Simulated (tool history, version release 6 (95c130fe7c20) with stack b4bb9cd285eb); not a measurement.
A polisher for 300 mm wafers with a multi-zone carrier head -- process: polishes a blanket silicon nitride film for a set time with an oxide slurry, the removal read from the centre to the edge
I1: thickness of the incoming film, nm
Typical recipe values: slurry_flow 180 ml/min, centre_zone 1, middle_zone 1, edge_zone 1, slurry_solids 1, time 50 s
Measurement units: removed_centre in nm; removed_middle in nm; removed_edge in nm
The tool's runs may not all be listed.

{"run": 1, "day": 0.0, "slurry_flow": 180, "centre_zone": 1, "middle_zone": 1, "edge_zone": 1, "slurry_solids": 1, "time": 50, "I1": 384.6, "removed_centre": 18.8, "removed_middle": 20, "removed_edge": 20.1}
{"run": 2, "day": 1.079, "slurry_flow": 180, "centre_zone": 1, "middle_zone": 1, "edge_zone": 1, "slurry_solids": 1, "time": 36, "I1": 388, "removed_centre": 13.6, "removed_middle": 14.5, "removed_edge": 14.3}
{"day": 1.704, "done": "worn pad replaced by a new one"}
{"run": 3, "day": 2.533, "slurry_flow": 180, "centre_zone": 1, "middle_zone": 0.91, "edge_zone": 1, "slurry_solids": 1, "time": 50, "I1": 392.7, "removed_centre": 18.6, "removed_middle": 19.3, "removed_edge": 19.8}
{"run": 4, "day": 3.738, "slurry_flow": 180, "centre_zone": 1, "middle_zone": 1, "edge_zone": 1.03, "slurry_solids": 1, "time": 50, "I1": 384.6, "removed_centre": 18.6, "removed_middle": 20, "removed_edge": 20}
{"run": 5, "day": 4.483, "slurry_flow": 180, "centre_zone": 1, "middle_zone": 1, "edge_zone": 1.03, "slurry_solids": 1, "time": 50, "I1": 386.6, "removed_centre": 18.7, "removed_middle": 20.4, "removed_edge": 20.3}
{"run": 6, "day": 5.471, "slurry_flow": 180, "centre_zone": 1, "middle_zone": 1, "edge_zone": 1.03, "slurry_solids": 1, "time": 50, "I1": 396.5, "removed_centre": 18.5, "removed_middle": 20.8, "removed_edge": 20}
{"day": 6.062, "done": "edge zone pressure recalibrated"}
{"run": 7, "day": 6.504, "slurry_flow": 180, "centre_zone": 1, "middle_zone": 1, "edge_zone": 1.07, "slurry_solids": 1, "time": 50, "I1": 392.9, "removed_centre": 18.9, "removed_middle": 20.7, "removed_edge": 20.4}
{"day": 6.704, "done": "worn pad replaced by a new one"}
{"run": 8, "day": 7.979, "slurry_flow": 180, "centre_zone": 1, "middle_zone": 1, "edge_zone": 1, "slurry_solids": 1, "time": 50, "I1": 385.5, "removed_centre": 18.6, "removed_middle": 20.1, "removed_edge": 20.2}
{"day": 8.596, "done": "slurry nozzle cleaned"}
{"run": 9, "day": 8.8, "slurry_flow": 220, "centre_zone": 1, "middle_zone": 1, "edge_zone": 1, "slurry_solids": 1, "time": 67, "I1": 387.1, "removed_centre": 25.6, "removed_middle": 27.5, "removed_edge": 27.1}
{"day": 9.746, "done": "carrier head's membrane replaced by a new one"}
{"run": 10, "day": 9.767, "slurry_flow": 180, "centre_zone": 1.04, "middle_zone": 1, "edge_zone": 0.96, "slurry_solids": 0.75, "time": 50, "I1": 388.6, "removed_centre": 16.6, "removed_middle": 17.6, "removed_edge": 17.3}
{"day": 10.95, "done": "centre zone pressure recalibrated"}
{"run": 11, "day": 11.042, "slurry_flow": 225, "centre_zone": 1, "middle_zone": 1, "edge_zone": 1.06, "slurry_solids": 1, "time": 50, "I1": 385.5, "removed_centre": 20.4, "removed_middle": 20.1, "removed_edge": 20.9}
{"day": 11.704, "done": "worn pad replaced by a new one"}
{"run": 12, "day": 11.725, "slurry_flow": 180, "centre_zone": 1, "middle_zone": 1, "edge_zone": 1, "slurry_solids": 1, "time": 50, "I1": 382.2, "removed_centre": 19.6, "removed_middle": 20.4, "removed_edge": 19.8}
{"run": 13, "day": 13.038, "slurry_flow": 210, "centre_zone": 1.04, "middle_zone": 1.09, "edge_zone": 0.91, "slurry_solids": 1, "time": 50, "I1": 388.3, "removed_centre": 21, "removed_middle": 21.3, "removed_edge": 19.6}
{"run": 14, "day": 14.083, "slurry_flow": 235, "centre_zone": 1.08, "middle_zone": 1, "edge_zone": 0.93, "slurry_solids": 1, "time": 50, "I1": 384.9, "removed_centre": 22.1, "removed_middle": 21.1, "removed_edge": 19.9}
{"run": 15, "day": 15.338, "slurry_flow": 210, "centre_zone": 1.04, "middle_zone": 1.09, "edge_zone": 0.91, "slurry_solids": 1, "time": 50, "I1": 385.6, "removed_centre": 21, "removed_middle": 21.3, "removed_edge": 19.5}
{"run": 16, "day": 15.933, "slurry_flow": 180, "centre_zone": 0.97, "middle_zone": 1, "edge_zone": 1, "slurry_solids": 1, "time": 50, "I1": 388.6, "removed_centre": 19, "removed_middle": 20.4, "removed_edge": 20}

Run 17 is up next; what results do you expect?
{"run": 17, "day": 16.85, "slurry_flow": 180, "centre_zone": 1.05, "middle_zone": 0.93, "edge_zone": 1, "slurry_solids": 1, "time": 50, "I1": 385.2, "removed_centre": "?", "removed_middle": "?", "removed_edge": "?"}

removed_centre: 20.5 nm
removed_middle: 19.5 nm
removed_edge: 19.7 nm
If the tool had no hidden condition, the same run with the same run-to-run variation would have returned removed_centre 21.1 nm, removed_middle 19.5 nm, removed_edge 19.7 nm.
